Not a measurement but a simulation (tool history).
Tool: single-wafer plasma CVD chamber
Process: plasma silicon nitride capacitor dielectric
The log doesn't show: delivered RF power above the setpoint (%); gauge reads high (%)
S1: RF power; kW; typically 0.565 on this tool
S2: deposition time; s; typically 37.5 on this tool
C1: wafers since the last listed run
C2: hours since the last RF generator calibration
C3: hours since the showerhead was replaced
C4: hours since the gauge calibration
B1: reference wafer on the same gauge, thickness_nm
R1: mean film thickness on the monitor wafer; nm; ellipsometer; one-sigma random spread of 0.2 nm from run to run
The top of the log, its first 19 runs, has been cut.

run    hour     S1    S2    C1      C2      C3      C4      B1      R1
 20  1597.2   0.62  37.5  1265    1053  7890.1  1812.1  52.095  55.697
 21  1698.5   0.62  37.5  1537  1154.3  7991.4  1913.4  52.134  56.035
 22  1764.7  0.675  37.5  1004  1220.5  8057.6  1979.6  52.087  57.341
 23  1826.5   0.53  39.6   937  1282.3  8119.4  2041.4  52.148  56.705
 24  1876.3   0.64  37.5   755  1332.1  8169.2  2091.2  52.148  56.259
 25  1935.8  0.605  33.2   902  1391.6  8228.7  2150.7  52.236  49.295
     1982.4  -- showerhead replaced
 26  1985.5  0.565  43.6   632  1441.3     3.1  2200.4  52.198  63.549
 27  2059.8  0.565  37.5  1127  1515.6    77.4  2274.7   52.24  54.689
 28    2130  0.645  32.2  1065  1585.8   147.6  2344.9  52.335  48.687
 29    2222  0.565  32.2  1396  1677.8   239.6  2436.9  52.371  47.101
 30  2321.5   0.67  40.2  1509  1777.3   339.1  2536.4  52.337  61.612
     2408.7  -- gauge calibrated
 31  2418.7   0.53  41.9  1475  1874.5   436.3      10  51.141  58.549
     2432.8  -- RF generator calibrated
 32  2472.4  0.635  37.5   693    39.6     490    63.7  51.167  55.238
 33  2534.4    0.6  35.5   940   101.6     552   125.7  51.329   51.61
 34  2630.3  0.525  34.7  1455   197.5   647.9   221.6  51.271  48.691
 35    2725  0.505  43.1  1437   292.2   742.6   316.3  51.391  59.506
 36  2799.5  0.565  32.7  1130   366.7   817.1   390.8  51.415  46.572
 37  2837.8  0.645  32.2   581     405   855.4   429.1  51.421  48.258
 38  2939.9   0.62  31.4  1549   507.1   957.5   531.2  51.476  46.724
 39  3006.1   0.62  37.5  1004   573.3  1023.7   597.4  51.524  55.465
 40  3059.2  0.665  34.3   805   626.4  1076.8   650.5  51.513  51.655
 41  3102.3  0.525  34.8   654   669.5  1119.9   693.6  51.457  48.887
 42  3186.5  0.565  37.5  1277   753.7  1204.1   777.8  51.636  53.904

Here are 4 independent what-if runs from the current tool condition. What would each one return?
  A  3186.9  0.495  37.5   6  754.1  1204.5  778.2   ?   ?
  B  3186.9  0.675  43.6   6  754.1  1204.5  778.2   ?   ?
  C  3186.9  0.515    32   6  754.1  1204.5  778.2   ?   ?
  D  3186.9  0.525  37.5   6  754.1  1204.5  778.2   ?   ?

run      B1      R1
  A  51.586  52.047
  B  51.586  65.995
  C  51.586  44.903
  D  51.586  52.903
With no hidden state in the tool, these same runs would have given:
run      R1
  A  51.655
  B  65.498
  C  44.565
  D  52.504

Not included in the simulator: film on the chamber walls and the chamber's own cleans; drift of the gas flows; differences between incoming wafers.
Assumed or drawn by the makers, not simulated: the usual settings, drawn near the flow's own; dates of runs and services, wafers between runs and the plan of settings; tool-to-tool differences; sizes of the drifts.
